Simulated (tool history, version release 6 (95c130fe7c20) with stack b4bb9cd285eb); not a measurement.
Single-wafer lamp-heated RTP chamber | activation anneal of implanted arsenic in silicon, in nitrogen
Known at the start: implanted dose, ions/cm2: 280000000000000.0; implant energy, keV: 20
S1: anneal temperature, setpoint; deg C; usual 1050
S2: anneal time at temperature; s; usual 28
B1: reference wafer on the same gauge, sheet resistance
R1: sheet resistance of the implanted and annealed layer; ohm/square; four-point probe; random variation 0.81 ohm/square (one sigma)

Run 1, hour 0.0: usual settings but S2 24 s; B1 349.64. Result: R1 298.78 ohm/square.
At hour 22.8: pyrometer window cleaned and pyrometer calibrated.
Run 2, hour 25.3: usual settings; B1 349.62. Result: R1 298.57 ohm/square.
Run 3, hour 39.3: usual settings but S1 1062 deg C, S2 21 s; B1 349.99. Result: R1 298.24 ohm/square.
Run 4, hour 59.4: usual settings but S1 1028 deg C; B1 349.94. Result: R1 303.13 ohm/square.
Run 5, hour 89.0: usual settings but S1 1028 deg C; B1 350.52. Result: R1 302.58 ohm/square.
Run 6, hour 104.7: usual settings but S2 40 s; B1 350.32. Result: R1 295.24 ohm/square.
Run 7, hour 122.9: usual settings but S2 40 s; B1 350.70. Result: R1 296.49 ohm/square.
At hour 131.1: reflector plate cleaned.
Run 8, hour 137.0: usual settings; B1 350.79. Result: R1 300.22 ohm/square.
Run 9, hour 161.2: usual settings; B1 350.73. Result: R1 299.52 ohm/square.
At hour 183.5: pyrometer window cleaned and pyrometer calibrated.
Run 10, hour 184.0: usual settings; B1 351.02. Result: R1 299.63 ohm/square.
Run 11, hour 194.9: usual settings but S1 1044 deg C, S2 23 s; B1 350.98. Result: R1 302.00 ohm/square.
Run 12, hour 216.3: usual settings but S1 1044 deg C, S2 23 s; B1 351.63. Result: R1 301.59 ohm/square.
Run 13, hour 244.8: usual settings but S1 1044 deg C, S2 23 s; B1 351.25. Result: R1 304.01 ohm/square.
At hour 328.0: reflector plate cleaned.
Run 14, hour 337.2: usual settings but S1 1027 deg C; B1 351.55. Result: R1 302.42 ohm/square.
Run 15, hour 368.6: usual settings but S1 1027 deg C; B1 351.87. Result: R1 305.24 ohm/square.
At hour 389.0: pyrometer window cleaned and pyrometer calibrated.
Run 16, hour 393.2: usual settings but S1 1038 deg C; B1 352.01. Result: R1 304.29 ohm/square.
At hour 414.8: gauge calibrated.
Run 17, hour 421.3: usual settings but S1 1062 deg C, S2 36 s; B1 345.68. Result: R1 290.70 ohm/square.
Run 18, hour 447.1: usual settings but S1 1070 deg C, S2 14 s; B1 346.85. Result: R1 298.51 ohm/square.
Run 19, hour 466.3: usual settings but S1 1028 deg C, S2 17 s; B1 347.57. Result: R1 303.95 ohm/square.
Run 20, hour 496.7: usual settings; B1 348.46. Result: R1 297.92 ohm/square.
At hour 537.2: reflector plate cleaned.
Run 21, hour 537.7: usual settings but S2 20 s; B1 349.32. Result: R1 300.12 ohm/square.
Run 22, hour 552.4: usual settings but S1 1036 deg C, S2 34 s; B1 349.43. Result: R1 301.28 ohm/square.
Run 23, hour 574.5: usual settings but S2 37 s; B1 350.23. Result: R1 295.88 ohm/square.
At hour 582.9: pyrometer window cleaned and pyrometer calibrated.
Run 24, hour 602.1: usual settings but S1 1029 deg C, S2 37 s; B1 350.45. Result: R1 300.10 ohm/square.
Run 25, hour 630.4: usual settings but S1 1077 deg C, S2 19 s; B1 350.79. Result: R1 297.86 ohm/square.
Run 26, hour 650.0: usual settings but S1 1079 deg C, S2 36 s; B1 351.19. Result: R1 291.91 ohm/square.
Run 27, hour 670.9: usual settings; B1 351.53. Result: R1 299.07 ohm/square.
Run 28, hour 694.7: usual settings but S1 1076 deg C; B1 351.71. Result: R1 295.10 ohm/square.
Run 29, hour 718.7: usual settings; B1 351.85. Result: R1 301.30 ohm/square.
At hour 735.4: reflector plate cleaned.
Run 30, hour 744.8: usual settings but S2 40 s; B1 352.33. Result: R1 298.13 ohm/square.
At hour 780.9: pyrometer window cleaned and pyrometer calibrated.
Run 31, hour 781.4: usual settings but S1 1031 deg C; B1 352.38. Result: R1 302.63 ohm/square.
Run 32, hour 799.6: usual settings but S2 19 s; B1 352.11. Result: R1 304.53 ohm/square.
Run 33, hour 821.6: usual settings; B1 352.79. Result: R1 302.29 ohm/square.
Run 34, hour 835.1: usual settings but S1 1063 deg C, S2 32 s; B1 352.50. Result: R1 298.25 ohm/square.
Run 35, hour 855.5: usual settings but S1 1073 deg C; B1 352.67. Result: R1 296.12 ohm/square.

Forecast each of these 5 alternatives for the next run:
Run A, hour 855.9: usual settings; B1 ?. Result: R1 ?.
Run B, hour 855.9: usual settings but S1 1071 deg C, S2 15 s; B1 ?. Result: R1 ?.
Run C, hour 855.9: usual settings but S1 1040 deg C, S2 37 s; B1 ?. Result: R1 ?.
Run D, hour 855.9: usual settings but S1 1072 deg C, S2 14 s; B1 ?. Result: R1 ?.
Run E, hour 855.9: usual settings but S2 35 s; B1 ?. Result: R1 ?.

run      B1      R1
  A  352.58  301.26
  B  352.58  302.54
  C  352.58  300.82
  D  352.58  302.91
  E  352.58  299.29
Without the tool's hidden state the same runs would have given:
run      R1
  A  294.69
  B  295.94
  C  294.26
  D  296.30
  E  292.76

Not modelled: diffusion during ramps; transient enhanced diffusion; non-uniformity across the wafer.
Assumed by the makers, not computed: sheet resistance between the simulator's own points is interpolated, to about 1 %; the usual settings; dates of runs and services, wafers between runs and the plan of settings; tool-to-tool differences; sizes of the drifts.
